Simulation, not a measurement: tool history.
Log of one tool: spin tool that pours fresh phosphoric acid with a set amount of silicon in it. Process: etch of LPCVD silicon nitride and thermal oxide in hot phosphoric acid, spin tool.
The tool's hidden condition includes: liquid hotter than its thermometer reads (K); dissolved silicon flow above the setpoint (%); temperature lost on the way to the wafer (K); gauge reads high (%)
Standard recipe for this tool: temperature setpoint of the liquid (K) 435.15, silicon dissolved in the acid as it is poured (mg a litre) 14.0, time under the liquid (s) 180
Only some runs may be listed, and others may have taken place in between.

run	day	temperature setpoint of the liquid (K)	silicon dissolved in the acid as it is poured (mg a litre)	time under the liquid (s)	wafers since the last listed run	hours since the thermometer was replaced	hours since the dissolved silicon flow meter was replaced	hours since the heated supply line was repaired	hours since the gauge calibration	read-back film thickness of the LPCVD silicon nitride reference wafer, read on the same gauge (nm)	read-back film thickness of the thermal oxide reference wafer, read on the same gauge (nm)	thickness taken off the LPCVD silicon nitride on a monitor wafer (Å)	thickness taken off the thermal oxide on a monitor wafer (Å)
1	0.000	435.15	14.0	180	0	2808.3	2538.7	1404.4	642.0	60.00	150.017	134.3	3.31
2	1.042	435.15	14.0	180	251	2833.3	2563.7	1429.4	667.0	59.99	150.020	133.0	2.83
3	2.117	432.65	14.0	180	259	2859.1	2589.5	1455.2	692.8	60.01	150.000	121.3	2.38
4	2.967	432.65	14.0	180	205	2879.5	2609.9	1475.6	713.2	59.98	150.005	120.2	2.35
# day 3.171: thermometer replaced
5	3.554	432.65	14.0	180	131	9.2	2624.0	1489.7	727.3	60.02	149.988	120.7	2.51
# day 3.846: dissolved silicon flow meter replaced
6	4.933	435.15	14.0	180	322	42.3	26.1	1522.8	760.4	60.03	149.986	133.5	3.15
# day 5.450: heated supply line repaired
7	8.250	435.15	14.0	180	789	121.9	105.7	67.2	840.0	60.04	150.009	148.7	4.14
8	9.442	435.15	14.0	180	287	150.5	134.3	95.8	868.6	60.01	150.006	149.8	4.46
# day 9.688: gauge calibrated
9	10.879	433.15	20.0	145	346	185.0	168.8	130.3	28.6	59.99	149.982	112.6	2.42
10	12.125	435.15	5.5	180	300	214.9	198.7	160.2	58.5	59.98	149.998	148.1	4.76
11	12.738	435.15	14.0	75	147	229.6	213.4	174.9	73.2	60.01	150.022	61.7	1.54
12	13.771	433.15	7.5	260	249	254.4	238.2	199.7	98.0	60.00	150.012	199.9	5.95
13	14.754	435.15	8.5	95	237	278.0	261.8	223.3	121.6	59.98	149.997	77.2	2.48
14	15.454	435.15	14.0	145	168	294.8	278.6	240.1	138.4	59.98	149.990	118.4	3.28
15	16.183	435.15	4.5	125	175	312.3	296.1	257.6	155.9	60.02	149.971	102.0	3.30
16	17.592	435.15	6.5	275	339	346.1	329.9	291.4	189.7	59.99	150.008	223.5	7.35
17	18.875	433.65	14.0	70	309	376.9	360.7	322.2	220.5	60.01	149.981	53.6	1.15
18	20.154	437.65	17.0	180	308	407.6	391.4	352.9	251.2	60.00	149.999	157.8	4.70
19	21.238	435.15	22.5	215	261	433.6	417.4	378.9	277.2	59.98	149.994	172.4	3.82
20	22.208	435.15	14.0	180	234	456.9	440.7	402.2	300.5	59.99	149.989	145.0	3.85
21	22.812	433.15	20.0	145	145	471.4	455.2	416.7	315.0	59.99	149.990	109.9	2.51
22	23.825	435.15	14.0	180	244	495.7	479.5	441.0	339.3	60.00	150.001	145.4	3.78

Each run again, without the hidden state but with its own random variation kept:
run	thickness taken off the LPCVD silicon nitride on a monitor wafer (Å)	thickness taken off the thermal oxide on a monitor wafer (Å)
1	154.3	4.50
2	153.1	3.86
3	140.2	3.28
4	139.2	3.25
5	140.0	3.48
6	154.9	4.38
7	152.6	4.38
8	154.1	4.75
9	116.2	2.59
10	153.2	5.13
11	63.9	1.66
12	207.5	6.46
13	80.3	2.71
14	123.3	3.59
15	106.4	3.63
16	233.8	8.12
17	56.3	1.27
18	165.9	5.25
19	181.8	4.29
20	153.1	4.34
21	116.4	2.84
22	154.1	4.30
